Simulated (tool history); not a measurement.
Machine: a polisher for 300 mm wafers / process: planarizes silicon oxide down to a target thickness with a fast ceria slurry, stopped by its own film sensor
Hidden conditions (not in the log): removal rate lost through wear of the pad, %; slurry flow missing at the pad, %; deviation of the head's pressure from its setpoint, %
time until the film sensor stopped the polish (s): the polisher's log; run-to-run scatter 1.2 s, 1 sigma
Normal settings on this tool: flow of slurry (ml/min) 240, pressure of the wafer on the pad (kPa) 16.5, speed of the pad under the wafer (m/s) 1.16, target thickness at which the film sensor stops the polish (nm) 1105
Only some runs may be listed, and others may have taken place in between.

run	day	flow of slurry (ml/min)	pressure of the wafer on the pad (kPa)	speed of the pad under the wafer (m/s)	target thickness at which the film sensor stops the polish (nm)	wafers since the last listed run	wafers polished on this pad	hours since the slurry nozzle was cleaned	hours since the head pressure was calibrated	incoming thickness of the incoming film, nm	time until the film sensor stopped the polish (s)
1	0	240	16.5	1.08	1105	0	1908	624.5	425.8	2692.9	108.6
# day 0.725: worn pad replaced by a new one
# day 2.075: slurry nozzle cleaned
2	2.654	240	16.5	1.08	1105	371	286	13.9	489.5	2732.1	92.6
3	4.588	240	16.5	1.16	1105	293	579	60.3	535.9	2742.2	89
4	8.512	240	16.5	1.16	1105	595	1175	154.5	630.1	2772	99.2
5	10.808	210	16.5	1.16	1105	348	1523	209.6	685.2	2689.6	96.8
# day 12.471: head pressure recalibrated
6	13.679	210	16.5	1.16	1105	423	1946	278.5	29	2759.6	107.5
7	16.704	240	19.3	1.16	1105	459	2405	351.1	101.6	2813.8	105.8
# day 17.142: worn pad replaced by a new one
8	19.242	240	16.5	1.16	1105	359	318	412	162.5	2738.5	97.3
9	23.629	240	16.5	1.16	1105	665	984	517.3	267.8	2758.6	100.9
10	28.108	240	16.5	1.16	1105	679	1664	624.8	375.3	2799.7	107.5
# day 30.05: slurry nozzle cleaned
# day 30.446: worn pad replaced by a new one
11	31.221	240	16.5	1.16	1105	440	117	28.1	450	2762.1	91.7
12	35.246	240	16.5	1.16	1105	610	728	124.7	546.6	2781	94.1
13	39.304	320	19.3	0.94	1602	615	1344	222.1	644	2739.6	67.6
14	41.292	240	16.5	1.16	1105	301	1645	269.8	691.7	2749.3	101
# day 46.288: worn pad replaced by a new one
# day 47.404: head pressure recalibrated
15	47.425	240	16.5	1.16	1303	892	159	417	0.5	2736.5	82.6
16	50.162	240	16.5	1.16	1105	415	575	482.7	66.2	2701.8	95.7
17	52.304	275	16.5	1.16	1105	325	900	534.1	117.6	2802.6	100.7
18	54.296	240	18.6	1.16	1270	302	1202	581.9	165.4	2755.3	85.6
# day 54.408: slurry nozzle cleaned
19	58.146	240	16.5	1.16	1105	577	1780	89.7	257.8	2703.9	95.3
# day 59.896: worn pad replaced by a new one
20	60.329	240	12.4	1.32	1435	306	65	142.1	310.2	2767	79.2
21	63.083	315	16.5	1.34	1554	417	483	208.2	376.3	2802.9	61
22	67.05	320	19.3	0.94	1602	601	1085	303.4	471.5	2786.8	69.9
23	69.133	240	18.6	1.16	1105	316	1401	353.4	521.5	2740.5	91.2
24	71.112	240	16.5	1.48	1105	300	1701	400.9	569	2736	86
# day 74.504: worn pad replaced by a new one
25	74.838	240	16.5	1.16	1105	539	50	490.3	658.4	2715.3	93.3

Entry by entry between the runs, the difference in hidden state between the last listed run before and the first listed run after:
From run 1 to run 2: worn pad replaced by a new one (day 0.725); slurry nozzle cleaned (day 2.075)
  removal rate lost through wear of the pad, %: 8.75 -> 1.3; slurry flow missing at the pad, %: 44.9 -> 7.79
  measured value less the no-hidden-state value, time until the film sensor stopped the polish (s): +19.2 -> +2.1
From run 5 to run 6: head pressure recalibrated (day 12.471)
  removal rate lost through wear of the pad, %: 6.55 -> 10.1; slurry flow missing at the pad, %: 31.6 -> 35.9
  measured value less the no-hidden-state value, time until the film sensor stopped the polish (s): +12 -> +18.2
From run 7 to run 8: worn pad replaced by a new one (day 17.142)
  removal rate lost through wear of the pad, %: 14.8 -> 1.21; slurry flow missing at the pad, %: 39.2 -> 41.2
  measured value less the no-hidden-state value, time until the film sensor stopped the polish (s): +22.6 -> +9.3
From run 10 to run 11: slurry nozzle cleaned (day 30.05); worn pad replaced by a new one (day 30.446)
  removal rate lost through wear of the pad, %: 7.41 -> 0.612; slurry flow missing at the pad, %: 45 -> 10.2
  measured value less the no-hidden-state value, time until the film sensor stopped the polish (s): +17.7 -> +1.8
From run 14 to run 15: worn pad replaced by a new one (day 46.288); head pressure recalibrated (day 47.404)
  removal rate lost through wear of the pad, %: 6.88 -> 0.615; slurry flow missing at the pad, %: 35.3 -> 41.2
  measured value less the no-hidden-state value, time until the film sensor stopped the polish (s): +13.1 -> +7.4
From run 18 to run 19: slurry nozzle cleaned (day 54.408)
  removal rate lost through wear of the pad, %: 3.98 -> 8.08; slurry flow missing at the pad, %: 44.4 -> 18
  measured value less the no-hidden-state value, time until the film sensor stopped the polish (s): +11.3 -> +10
From run 19 to run 20: worn pad replaced by a new one (day 59.896)
  removal rate lost through wear of the pad, %: 8.08 -> 0.0869; slurry flow missing at the pad, %: 18 -> 24
  measured value less the no-hidden-state value, time until the film sensor stopped the polish (s): +10 -> +3.1
From run 24 to run 25: worn pad replaced by a new one (day 74.504)
  removal rate lost through wear of the pad, %: 6.81 -> 0.484; slurry flow missing at the pad, %: 39.2 -> 41.4
  measured value less the no-hidden-state value, time until the film sensor stopped the polish (s): +12 -> +8.3
